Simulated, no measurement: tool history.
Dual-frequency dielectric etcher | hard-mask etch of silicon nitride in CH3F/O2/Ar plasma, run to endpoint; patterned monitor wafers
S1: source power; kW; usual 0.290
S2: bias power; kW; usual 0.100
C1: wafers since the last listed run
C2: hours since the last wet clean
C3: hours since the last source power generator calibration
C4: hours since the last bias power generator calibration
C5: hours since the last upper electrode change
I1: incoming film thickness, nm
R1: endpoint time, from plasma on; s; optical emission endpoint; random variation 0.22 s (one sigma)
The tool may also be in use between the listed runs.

run	hour	S1	S2	C1	C2	C3	C4	C5	I1	R1
1	0.0	0.290	0.100	0	220.5	3270.9	1046.2	4059.3	33.96	50.0
2	54.6	0.240	0.082	587	275.1	3325.5	1100.8	4113.9	33.76	59.0
3	149.2	0.290	0.100	1017	369.7	3420.1	1195.4	4208.5	34.57	50.8
4	242.6	0.290	0.100	1004	463.1	3513.5	1288.8	4301.9	34.10	50.0
# hour 272.7: wet clean of the chamber
5	337.0	0.290	0.100	756	64.3	3607.9	1383.2	4396.3	33.86	49.7
6	393.0	0.290	0.100	602	120.3	3663.9	1439.2	4452.3	34.35	50.6
7	493.3	0.290	0.100	1078	220.6	3764.2	1539.5	4552.6	34.18	50.1
8	530.6	0.290	0.100	401	257.9	3801.5	1576.8	4589.9	34.14	50.0
9	624.9	0.290	0.082	1013	352.2	3895.8	1671.1	4684.2	34.09	54.1
10	698.3	0.290	0.082	789	425.6	3969.2	1744.5	4757.6	34.24	54.1
# hour 706.0: bias power generator calibrated
# hour 767.9: wet clean of the chamber
11	781.9	0.290	0.082	597	14.0	4052.8	75.9	4841.2	34.18	54.8
12	837.6	0.290	0.100	598	69.7	4108.5	131.6	4896.9	34.18	50.8
13	900.7	0.290	0.100	678	132.8	4171.6	194.7	4960.0	34.18	51.0
14	965.4	0.290	0.100	695	197.5	4236.3	259.4	5024.7	34.47	51.1
# hour 1078.6: upper electrode replaced
15	1079.1	0.290	0.100	964	311.2	4350.0	373.1	0.5	34.29	51.2
16	1116.3	0.360	0.100	399	348.4	4387.2	410.3	37.7	33.94	45.3
17	1168.1	0.330	0.107	556	400.2	4439.0	462.1	89.5	34.10	46.5
18	1252.3	0.320	0.111	905	484.4	4523.2	546.3	173.7	34.32	46.6
# hour 1292.3: wet clean of the chamber
19	1315.1	0.310	0.100	417	22.8	4586.0	609.1	236.5	34.06	49.1
20	1363.4	0.290	0.100	519	71.1	4634.3	657.4	284.8	34.20	50.9
21	1459.0	0.290	0.100	1027	166.7	4729.9	753.0	380.4	34.02	50.4
22	1498.2	0.260	0.094	421	205.9	4769.1	792.2	419.6	34.09	54.9
# hour 1622.5: source power generator calibrated
23	1697.9	0.360	0.115	2104	405.6	75.4	991.9	619.3	34.06	42.9
# hour 1757.2: wet clean of the chamber
24	1790.7	0.290	0.086	739	33.5	168.2	1084.7	712.1	33.98	53.6
25	1865.8	0.240	0.086	807	108.6	243.3	1159.8	787.2	34.16	59.0
26	1967.9	0.290	0.078	1097	210.7	345.4	1261.9	889.3	33.89	55.1
27	2053.5	0.220	0.100	920	296.3	431.0	1347.5	974.9	33.93	58.1
28	2124.3	0.240	0.091	761	367.1	501.8	1418.3	1045.7	34.10	57.7

The same runs without the tool's hidden state, with the same run-to-run variation:
The hidden state here: etch rate over this chamber's usual, %; source power that arrives over what is set, %; bias power that arrives over what is set, %.
run	R1
1	50.4
2	59.4
3	51.2
4	50.4
5	50.2
6	51.2
7	50.7
8	50.7
9	54.8
10	54.9
11	54.6
12	50.7
13	50.9
14	51.0
15	51.1
16	45.2
17	46.4
18	46.5
19	49.0
20	50.8
21	50.3
22	54.9
23	43.0
24	53.8
25	59.2
26	55.3
27	58.5
28	58.1
